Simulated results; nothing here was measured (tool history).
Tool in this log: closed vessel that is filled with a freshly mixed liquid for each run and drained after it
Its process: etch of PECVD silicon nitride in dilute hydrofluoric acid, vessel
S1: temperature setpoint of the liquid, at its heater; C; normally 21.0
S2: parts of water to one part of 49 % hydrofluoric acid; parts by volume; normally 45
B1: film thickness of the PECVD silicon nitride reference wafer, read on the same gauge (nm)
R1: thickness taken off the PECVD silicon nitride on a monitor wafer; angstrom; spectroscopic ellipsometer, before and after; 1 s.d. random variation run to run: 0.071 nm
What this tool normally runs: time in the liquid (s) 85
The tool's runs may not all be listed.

{"run": 1, "hour": 0.0, "S1": 21.0, "S2": 45, "time in the liquid (s)": 85, "B1": 29.97, "R1": 68.5}
{"run": 2, "hour": 24.5, "S1": 21.0, "S2": 45, "time in the liquid (s)": 85, "B1": 29.96, "R1": 68.4}
{"run": 3, "hour": 65.5, "S1": 21.0, "S2": 45, "time in the liquid (s)": 85, "B1": 30.0, "R1": 69.6}
{"run": 4, "hour": 96.8, "S1": 21.0, "S2": 45, "time in the liquid (s)": 85, "B1": 30.0, "R1": 68.1}
{"run": 5, "hour": 155.9, "S1": 21.0, "S2": 45, "time in the liquid (s)": 85, "B1": 29.98, "R1": 67.8}
{"run": 6, "hour": 225.2, "S1": 21.0, "S2": 40, "time in the liquid (s)": 85, "B1": 29.98, "R1": 75.2}
{"run": 7, "hour": 344.4, "S1": 21.0, "S2": 40, "time in the liquid (s)": 85, "B1": 29.97, "R1": 75.1}
{"run": 8, "hour": 396.1, "S1": 21.0, "S2": 45, "time in the liquid (s)": 110, "B1": 30.01, "R1": 85.8}
{"run": 9, "hour": 460.3, "S1": 21.0, "S2": 45, "time in the liquid (s)": 110, "B1": 29.99, "R1": 84.4}
{"run": 10, "hour": 497.9, "S1": 21.0, "S2": 45, "time in the liquid (s)": 110, "B1": 29.97, "R1": 83.7}
{"run": 11, "hour": 529.6, "S1": 18.0, "S2": 40, "time in the liquid (s)": 85, "B1": 29.99, "R1": 59.3}
{"run": 12, "hour": 559.2, "S1": 18.0, "S2": 40, "time in the liquid (s)": 85, "B1": 30.0, "R1": 59.7}
{"run": 13, "hour": 625.7, "S1": 18.0, "S2": 40, "time in the liquid (s)": 85, "B1": 29.97, "R1": 59.8}
{"hour": 629.3, "done": "thermometer replaced"}
{"run": 14, "hour": 686.0, "S1": 26.0, "S2": 30, "time in the liquid (s)": 55, "B1": 30.03, "R1": 99.8}
{"hour": 694.7, "done": "gauge calibrated"}
{"run": 15, "hour": 756.5, "S1": 18.0, "S2": 40, "time in the liquid (s)": 85, "B1": 30.01, "R1": 68.6}
{"run": 16, "hour": 814.8, "S1": 17.0, "S2": 45, "time in the liquid (s)": 85, "B1": 30.05, "R1": 56.0}
{"hour": 847.1, "done": "hydrofluoric acid flow meter replaced"}
{"run": 17, "hour": 878.8, "S1": 21.0, "S2": 60, "time in the liquid (s)": 120, "B1": 29.99, "R1": 78.1}
{"run": 18, "hour": 921.3, "S1": 21.0, "S2": 45, "time in the liquid (s)": 85, "B1": 29.96, "R1": 72.6}
{"run": 19, "hour": 974.8, "S1": 21.0, "S2": 35, "time in the liquid (s)": 50, "B1": 29.99, "R1": 54.2}
{"run": 20, "hour": 1008.1, "S1": 22.5, "S2": 45, "time in the liquid (s)": 85, "B1": 30.01, "R1": 80.9}
{"run": 21, "hour": 1071.6, "S1": 21.0, "S2": 45, "time in the liquid (s)": 85, "B1": 29.98, "R1": 73.1}
{"run": 22, "hour": 1113.9, "S1": 21.0, "S2": 25, "time in the liquid (s)": 70, "B1": 29.99, "R1": 104.6}
{"run": 23, "hour": 1143.8, "S1": 22.5, "S2": 45, "time in the liquid (s)": 85, "B1": 30.0, "R1": 80.0}
{"run": 24, "hour": 1197.7, "S1": 21.0, "S2": 45, "time in the liquid (s)": 85, "B1": 29.99, "R1": 71.0}
{"run": 25, "hour": 1250.6, "S1": 21.0, "S2": 55, "time in the liquid (s)": 85, "B1": 29.97, "R1": 59.1}
{"run": 26, "hour": 1300.8, "S1": 25.5, "S2": 55, "time in the liquid (s)": 85, "B1": 30.0, "R1": 79.3}

Exercise: give the hidden state of the tool at every run:
hydrofluoric acid flow below the setpoint (%): 0 on each run
gauge reads high (%): 0 on each run
H1: liquid colder than its thermometer reads (K)
run=1 H1=1.45
run=2 H1=1.48
run=3 H1=1.53
run=4 H1=1.56
run=5 H1=1.63
run=6 H1=1.71
run=7 H1=1.85
run=8 H1=1.91
run=9 H1=1.99
run=10 H1=2.03
run=11 H1=2.07
run=12 H1=2.1
run=13 H1=2.18
run=14 H1=0.194
run=15 H1=0.276
run=16 H1=0.344
run=17 H1=0.419
run=18 H1=0.469
run=19 H1=0.531
run=20 H1=0.57
run=21 H1=0.644
run=22 H1=0.693
run=23 H1=0.728
run=24 H1=0.791
run=25 H1=0.852
run=26 H1=0.911

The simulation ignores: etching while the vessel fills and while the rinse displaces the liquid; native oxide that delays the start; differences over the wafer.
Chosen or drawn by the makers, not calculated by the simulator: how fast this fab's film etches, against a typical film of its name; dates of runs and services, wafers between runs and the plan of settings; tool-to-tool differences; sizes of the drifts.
